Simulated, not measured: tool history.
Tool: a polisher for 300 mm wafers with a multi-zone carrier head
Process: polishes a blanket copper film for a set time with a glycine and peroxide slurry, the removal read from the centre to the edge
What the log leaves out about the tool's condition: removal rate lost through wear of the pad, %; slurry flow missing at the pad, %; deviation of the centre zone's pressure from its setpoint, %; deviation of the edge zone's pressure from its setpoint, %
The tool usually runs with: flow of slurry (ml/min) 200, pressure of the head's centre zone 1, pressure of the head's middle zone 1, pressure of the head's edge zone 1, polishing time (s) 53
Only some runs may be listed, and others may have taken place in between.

run,day,flow of slurry (ml/min),pressure of the head's centre zone,pressure of the head's middle zone,pressure of the head's edge zone,polishing time (s),wafers since the last listed run,wafers polished on this pad,hours since the slurry nozzle was cleaned,hours since the centre zone pressure was calibrated,hours since the edge zone pressure was calibrated,hours since the carrier head's membrane was replaced,"incoming thickness of the incoming film, nm",film removed at the wafer's centre (angstrom),film removed at mid-radius (angstrom),film removed at the wafer's edge (angstrom)
1,0,200,0.98,1,1,53,0,1491,189.7,684,1148.1,272.8,2099.1,2180,2121,2113
2,2.517,200,0.98,1,1,53,407,1898,250.1,744.4,1208.5,333.2,2058.2,2208,2144,2116
3,5.421,200,1,1,1,53,469,2368,319.8,814.1,1278.2,402.9,2080,2257,2132,2110
# day 6.55: worn pad replaced by a new one
# day 7.688: slurry nozzle cleaned
4,7.858,200,1,1,1,53,360,205,4.1,872.6,1336.7,461.4,2068.2,2227,2116,2075
# day 8.288: edge zone pressure recalibrated
5,11.512,200,1,1,1,53,577,782,91.8,960.3,77.4,549.1,2079.7,2276,2106,2081
6,14.683,200,1,1,1,53,512,1295,167.9,1036.4,153.5,625.2,2043.7,2250,2126,2080
7,18.783,200,1,1,1,53,663,1959,266.3,1134.8,251.9,723.6,2094.1,2260,2156,2113
8,23.05,200,1,1,1,48,690,2649,368.7,1237.2,354.3,826,2059.3,2066,1925,1866
# day 25.275: worn pad replaced by a new one
# day 26.079: slurry nozzle cleaned
9,26.746,200,0.94,1,1,45,564,230,16,1325.9,443,914.7,2100.2,1828,1799,1761
10,28.808,200,0.94,1,1,45,333,564,65.5,1375.4,492.5,964.2,2073.3,1834,1820,1750
11,32.629,200,0.94,1,1,45,618,1182,157.2,1467.1,584.2,1055.9,2056.5,1858,1805,1750
# day 33.121: carrier head's membrane replaced by a new one
12,36.183,200,1,1,1,53,541,1724,242.5,1552.4,669.5,73.5,2116,2393,2100,2060
13,39,145,1,0.95,0.93,35,455,2179,310.1,1620,737.1,141.1,2078.6,1497,1324,1292
# day 41.867: centre zone pressure recalibrated
# day 42.767: worn pad replaced by a new one, of another model than before
14,43.196,200,1,1,1,53,638,69,410.8,31.9,837.8,241.8,2086.3,2224,2128,2089
# day 43.488: slurry nozzle cleaned
15,47.038,220,1,0.97,1,62,614,684,85.2,124.1,930,334,2114.1,2597,2499,2492
16,49.675,200,1,1,1,53,426,1110,148.5,187.4,993.3,397.3,2108.5,2188,2108,2084
17,52.433,270,1.1,1,0.88,53,446,1557,214.7,253.6,1059.5,463.5,2083.1,2589,2232,2017
# day 55.267: edge zone pressure recalibrated
18,55.933,200,1,1,1.03,65,552,2109,298.7,337.6,16,547.5,2066.5,2711,2621,2628
# day 57.742: worn pad replaced by a new one
19,59.021,200,1,1,1,53,472,206,372.8,411.7,90.1,621.6,2061.1,2181,2146,2079
20,61.712,200,1,1,1,53,435,642,437.4,476.3,154.7,686.2,2117.6,2192,2145,2063
# day 61.938: slurry nozzle cleaned
21,64.558,220,1,0.89,1.06,60,453,1095,62.9,544.6,223,754.5,2106.9,2551,2271,2398
22,68.9,150,1,1,1,45,702,1798,167.1,648.8,327.2,858.7,2049.9,1720,1641,1675
# day 73.946: worn pad replaced by a new one
# day 77.183: slurry nozzle cleaned
# day 79.779: carrier head's membrane replaced by a new one
23,81.758,200,1,1.11,1.11,53,2012,1223,109.8,957.4,635.8,47.5,2058.6,2253,2319,2193

Each row is a separate what-if for the run after 23, all from the same tool condition, not one after another. Results?
A,81.775,200,1.07,1,1,53,2,1226,110.2,957.8,636.2,47.9,2108.6,?,?,?
B,81.775,200,1,1,0.96,53,2,1226,110.2,957.8,636.2,47.9,2108.6,?,?,?
C,81.775,180,1,1,1.07,53,2,1226,110.2,957.8,636.2,47.9,2108.6,?,?,?

run,film removed at the wafer's centre (angstrom),film removed at mid-radius (angstrom),film removed at the wafer's edge (angstrom)
A,2434,2157,2089
B,2274,2158,2049
C,2214,2107,2123
Without the tool's unlogged condition, the same runs would have read:
run,film removed at the wafer's centre (angstrom),film removed at mid-radius (angstrom),film removed at the wafer's edge (angstrom)
A,2352,2157,2089
B,2197,2158,2049
C,2140,2107,2123

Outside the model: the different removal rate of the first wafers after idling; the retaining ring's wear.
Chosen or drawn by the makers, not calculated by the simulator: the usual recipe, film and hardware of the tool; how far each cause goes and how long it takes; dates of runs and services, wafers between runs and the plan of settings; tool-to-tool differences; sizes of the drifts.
